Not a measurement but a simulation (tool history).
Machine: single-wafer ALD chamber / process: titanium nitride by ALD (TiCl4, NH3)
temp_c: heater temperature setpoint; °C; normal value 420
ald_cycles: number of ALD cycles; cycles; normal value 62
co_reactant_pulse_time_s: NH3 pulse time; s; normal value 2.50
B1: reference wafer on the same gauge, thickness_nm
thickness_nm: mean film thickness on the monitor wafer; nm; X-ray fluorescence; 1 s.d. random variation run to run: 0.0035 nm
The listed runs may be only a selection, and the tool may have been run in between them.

{"run": 1, "hour": 0.0, "temp_c": 420, "ald_cycles": 62, "co_reactant_pulse_time_s": 2.5, "B1": 1.198, "thickness_nm": 1.409}
{"hour": 52.0, "done": "gauge calibrated"}
{"run": 2, "hour": 174.5, "temp_c": 420, "ald_cycles": 59, "co_reactant_pulse_time_s": 1.74, "B1": 1.205, "thickness_nm": 1.315}
{"run": 3, "hour": 206.3, "temp_c": 420, "ald_cycles": 62, "co_reactant_pulse_time_s": 2.5, "B1": 1.205, "thickness_nm": 1.411}
{"run": 4, "hour": 263.5, "temp_c": 420, "ald_cycles": 62, "co_reactant_pulse_time_s": 2.5, "B1": 1.204, "thickness_nm": 1.418}
{"run": 5, "hour": 324.2, "temp_c": 420, "ald_cycles": 62, "co_reactant_pulse_time_s": 2.5, "B1": 1.203, "thickness_nm": 1.409}
{"run": 6, "hour": 379.1, "temp_c": 420, "ald_cycles": 62, "co_reactant_pulse_time_s": 2.5, "B1": 1.202, "thickness_nm": 1.407}
{"run": 7, "hour": 436.9, "temp_c": 420, "ald_cycles": 62, "co_reactant_pulse_time_s": 2.5, "B1": 1.201, "thickness_nm": 1.411}
{"run": 8, "hour": 470.9, "temp_c": 420, "ald_cycles": 62, "co_reactant_pulse_time_s": 2.5, "B1": 1.199, "thickness_nm": 1.406}
{"run": 9, "hour": 503.4, "temp_c": 420, "ald_cycles": 62, "co_reactant_pulse_time_s": 2.5, "B1": 1.198, "thickness_nm": 1.41}
{"run": 10, "hour": 527.4, "temp_c": 420, "ald_cycles": 62, "co_reactant_pulse_time_s": 2.5, "B1": 1.199, "thickness_nm": 1.405}
{"run": 11, "hour": 552.1, "temp_c": 420, "ald_cycles": 62, "co_reactant_pulse_time_s": 2.5, "B1": 1.199, "thickness_nm": 1.404}
{"run": 12, "hour": 614.6, "temp_c": 420, "ald_cycles": 62, "co_reactant_pulse_time_s": 2.5, "B1": 1.198, "thickness_nm": 1.405}
{"hour": 662.7, "done": "thermocouple changed; heater temperature recalibrated"}
{"run": 13, "hour": 717.0, "temp_c": 420, "ald_cycles": 62, "co_reactant_pulse_time_s": 2.5, "B1": 1.194, "thickness_nm": 1.403}
{"run": 14, "hour": 745.2, "temp_c": 420, "ald_cycles": 62, "co_reactant_pulse_time_s": 3.0, "B1": 1.195, "thickness_nm": 1.414}
{"run": 15, "hour": 781.9, "temp_c": 420, "ald_cycles": 62, "co_reactant_pulse_time_s": 3.0, "B1": 1.194, "thickness_nm": 1.408}
{"run": 16, "hour": 824.2, "temp_c": 420, "ald_cycles": 62, "co_reactant_pulse_time_s": 3.0, "B1": 1.193, "thickness_nm": 1.408}
{"run": 17, "hour": 874.1, "temp_c": 425, "ald_cycles": 65, "co_reactant_pulse_time_s": 2.8, "B1": 1.193, "thickness_nm": 1.472}
{"run": 18, "hour": 937.5, "temp_c": 407, "ald_cycles": 68, "co_reactant_pulse_time_s": 1.55, "B1": 1.192, "thickness_nm": 1.46}
{"hour": 1000.3, "done": "gauge calibrated"}
{"run": 19, "hour": 1106.2, "temp_c": 433, "ald_cycles": 62, "co_reactant_pulse_time_s": 2.5, "B1": 1.208, "thickness_nm": 1.425}
{"run": 20, "hour": 1156.9, "temp_c": 429, "ald_cycles": 58, "co_reactant_pulse_time_s": 2.5, "B1": 1.207, "thickness_nm": 1.323}
{"run": 21, "hour": 1213.0, "temp_c": 420, "ald_cycles": 62, "co_reactant_pulse_time_s": 2.5, "B1": 1.206, "thickness_nm": 1.418}
{"run": 22, "hour": 1271.7, "temp_c": 414, "ald_cycles": 65, "co_reactant_pulse_time_s": 2.5, "B1": 1.205, "thickness_nm": 1.477}
{"hour": 1307.8, "done": "showerhead replaced"}
{"run": 23, "hour": 1322.5, "temp_c": 420, "ald_cycles": 62, "co_reactant_pulse_time_s": 2.5, "B1": 1.205, "thickness_nm": 1.411}
{"run": 24, "hour": 1377.1, "temp_c": 420, "ald_cycles": 52, "co_reactant_pulse_time_s": 2.5, "B1": 1.204, "thickness_nm": 1.187}
{"run": 25, "hour": 1407.1, "temp_c": 416, "ald_cycles": 53, "co_reactant_pulse_time_s": 3.2, "B1": 1.202, "thickness_nm": 1.222}
{"run": 26, "hour": 1466.3, "temp_c": 424, "ald_cycles": 72, "co_reactant_pulse_time_s": 3.12, "B1": 1.201, "thickness_nm": 1.658}
{"run": 27, "hour": 1496.6, "temp_c": 434, "ald_cycles": 53, "co_reactant_pulse_time_s": 3.1, "B1": 1.201, "thickness_nm": 1.216}
{"run": 28, "hour": 1521.5, "temp_c": 420, "ald_cycles": 62, "co_reactant_pulse_time_s": 2.5, "B1": 1.201, "thickness_nm": 1.413}
{"run": 29, "hour": 1551.7, "temp_c": 413, "ald_cycles": 62, "co_reactant_pulse_time_s": 2.08, "B1": 1.198, "thickness_nm": 1.385}
{"run": 30, "hour": 1580.3, "temp_c": 432, "ald_cycles": 62, "co_reactant_pulse_time_s": 2.81, "B1": 1.198, "thickness_nm": 1.411}
{"run": 31, "hour": 1617.6, "temp_c": 434, "ald_cycles": 69, "co_reactant_pulse_time_s": 3.49, "B1": 1.199, "thickness_nm": 1.579}

For run 32, what comes out?
{"run": 32, "hour": 1685.0, "temp_c": 420, "ald_cycles": 62, "co_reactant_pulse_time_s": 2.5, "B1": "?", "thickness_nm": "?"}

{"run 32": {"B1": 1.197, "thickness_nm": 1.399}}
With the hidden condition absent and the run-to-run variation left alone, this run would have shown thickness_nm 1.414 nm.
